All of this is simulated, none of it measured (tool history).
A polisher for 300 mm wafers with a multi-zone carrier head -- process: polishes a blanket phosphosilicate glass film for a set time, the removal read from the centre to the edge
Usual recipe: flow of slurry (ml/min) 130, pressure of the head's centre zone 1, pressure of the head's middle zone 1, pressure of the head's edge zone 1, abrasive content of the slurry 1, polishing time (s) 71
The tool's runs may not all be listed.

run	hour	flow of slurry (ml/min)	pressure of the head's centre zone	pressure of the head's middle zone	pressure of the head's edge zone	abrasive content of the slurry	polishing time (s)	incoming thickness of the incoming film, nm	film removed at the wafer's centre (angstrom)	film removed at mid-radius (angstrom)	film removed at the wafer's edge (angstrom)
1	0	130	1	1	0.95	1	71	3943.4	3855	3838	3750
2	25.3	130	1	1	1	1	54	3901.7	2847	2879	2908
3	58.7	130	1	1	1	1	71	3873.9	3691	3690	3628
4	151.6	170	1	1	1	1	71	3934.8	3753	3738	3648
# hour 155.8: centre zone pressure recalibrated
5	204	130	1	0.94	1	1.2	71	3940.5	3531	3341	3503
6	238	130	1	1	1	1	71	3935.2	3245	3392	3288
7	295.8	115	1	1	0.94	1	71	3920.3	3091	3058	3101
8	340.4	130	1	1	1	1	71	3947.3	3048	3210	3221
# hour 343.1: edge zone pressure recalibrated
9	385.5	130	0.89	1	1	1	63	3908.5	2450	2775	2841
10	434.3	130	0.9	1.05	1	1	71	3919.7	2691	3145	3194
# hour 484.1: carrier head's membrane replaced by a new one
# hour 502.7: worn pad replaced by a new one
# hour 503.3: slurry nozzle cleaned
11	631.1	130	1	1	0.89	1	83	3925.9	4123	4145	3907
12	689.6	170	1	1	1	1	71	3919	3553	3601	3554
13	722.8	130	1	1	1	1	71	3923.2	3331	3298	3447
14	782.7	130	1	1	1	1.1	71	3958.8	3366	3355	3389
# hour 792.9: edge zone pressure recalibrated
15	826.9	130	1	1	1	1.15	71	3913.6	3297	3324	3345
16	874.5	165	1.03	1	1	1	71	3935.2	3494	3397	3293
17	902.9	130	1	1	1.1	1.1	71	3923.5	3068	3171	3432
# hour 959.4: worn pad replaced by a new one
18	973	95	0.91	0.92	1	0.75	71	3929.9	2529	2724	3179
19	999.7	170	1	0.92	1	1.15	71	3919.5	3873	3645	3891
20	1032.7	110	1	1	1	1	71	3955.2	2928	3121	3255

List, for all runs, the conditions of the tool that the log does not record:
deviation of the centre zone's pressure from its setpoint, %: 0, the same for each run
deviation of the edge zone's pressure from its setpoint, %: 0, the same for each run
H1: removal rate lost through wear of the pad, %
H2: slurry flow missing at the pad, %
run	H1	H2
1	3.41	6.95
2	5.26	8.6
3	7.27	10.8
4	11.1	16.8
5	12.4	20.3
6	13	22.5
7	13.9	26.2
8	14.3	29.2
9	14.7	32.1
10	14.9	35.3
11	11.4	9.51
12	13.4	13.3
13	14.3	15.5
14	15.4	19.4
15	16	22.3
16	16.5	25.4
17	16.7	27.2
18	2.1	31.8
19	4.23	33.6
20	6.41	35.7

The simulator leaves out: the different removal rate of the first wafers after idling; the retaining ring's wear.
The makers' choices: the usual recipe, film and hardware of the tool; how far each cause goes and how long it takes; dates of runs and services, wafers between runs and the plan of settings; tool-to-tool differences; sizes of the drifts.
